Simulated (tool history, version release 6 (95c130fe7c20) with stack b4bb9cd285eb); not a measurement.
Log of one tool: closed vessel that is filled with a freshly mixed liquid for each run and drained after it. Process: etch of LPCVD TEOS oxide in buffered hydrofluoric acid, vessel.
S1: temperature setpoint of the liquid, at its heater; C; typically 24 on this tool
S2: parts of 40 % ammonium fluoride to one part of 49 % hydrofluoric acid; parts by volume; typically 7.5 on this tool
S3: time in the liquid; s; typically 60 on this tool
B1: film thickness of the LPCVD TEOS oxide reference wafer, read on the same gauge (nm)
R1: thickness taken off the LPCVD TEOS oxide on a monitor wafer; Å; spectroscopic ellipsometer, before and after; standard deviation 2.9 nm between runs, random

run    hour    S1    S2  S3     B1      R1
  1       0    24   7.5  60  49.98  4563.5
  2    55.9    24   7.5  60  50.02  4658.2
  3   128.5    24   7.5  60  49.97    4717
  4   187.5  22.5   7.5  60  50.01  4401.4
        272  -- thermometer replaced
  5   281.5  22.5   7.5  60     50  4151.2
  6   362.8  22.5   7.5  60  50.01  4221.2
  7   460.1    24   7.5  60  49.99    4693
  8   522.2    24   7.5  60  50.01  4758.8
      553.7  -- gauge calibrated
      559.2  -- hydrofluoric acid flow meter replaced
  9   597.4    24   7.5  60     50  4431.1
 10   692.1  20.5   7.5  60     50  3713.1
      796.6  -- thermometer replaced
 11   797.5    24   7.5  60     50  4316.6
 12   892.7  22.5     5  60  50.01  5808.4
 13     979    24   7.5  35  50.05  2690.3
 14  1020.1    27   6.5  30     50  3061.5
 15  1095.8    28  10.5  70  50.01  4888.5
 16  1141.9    24   7.5  60  50.02  4765.3
     1197.9  -- hydrofluoric acid flow meter replaced
 17  1235.6    24   7.5  85  50.05  6397.9
 18  1306.9    27   7.5  60  50.01  5378.2
     1331.5  -- gauge calibrated
     1351.3  -- thermometer replaced
 19  1503.3  19.5     6  30  50.04  2097.8
 20  1563.9    22   9.5  85  49.98  4509.9

3 options for the next run, each taken on its own from the tool as it stands now. Forecast them:
  A  1564.6    24  7.5  60   ?   ?
  B  1564.6    24    5  80   ?   ?
  C  1564.6  21.5   10  85   ?   ?

run     B1      R1
  A  50.02  4511.1
  B  50.02    8581
  C  50.02  4187.7
Without the tool's unlogged condition, the same runs would have read:
run      R1
  A  4119.8
  B  7890.8
  C  3907.4

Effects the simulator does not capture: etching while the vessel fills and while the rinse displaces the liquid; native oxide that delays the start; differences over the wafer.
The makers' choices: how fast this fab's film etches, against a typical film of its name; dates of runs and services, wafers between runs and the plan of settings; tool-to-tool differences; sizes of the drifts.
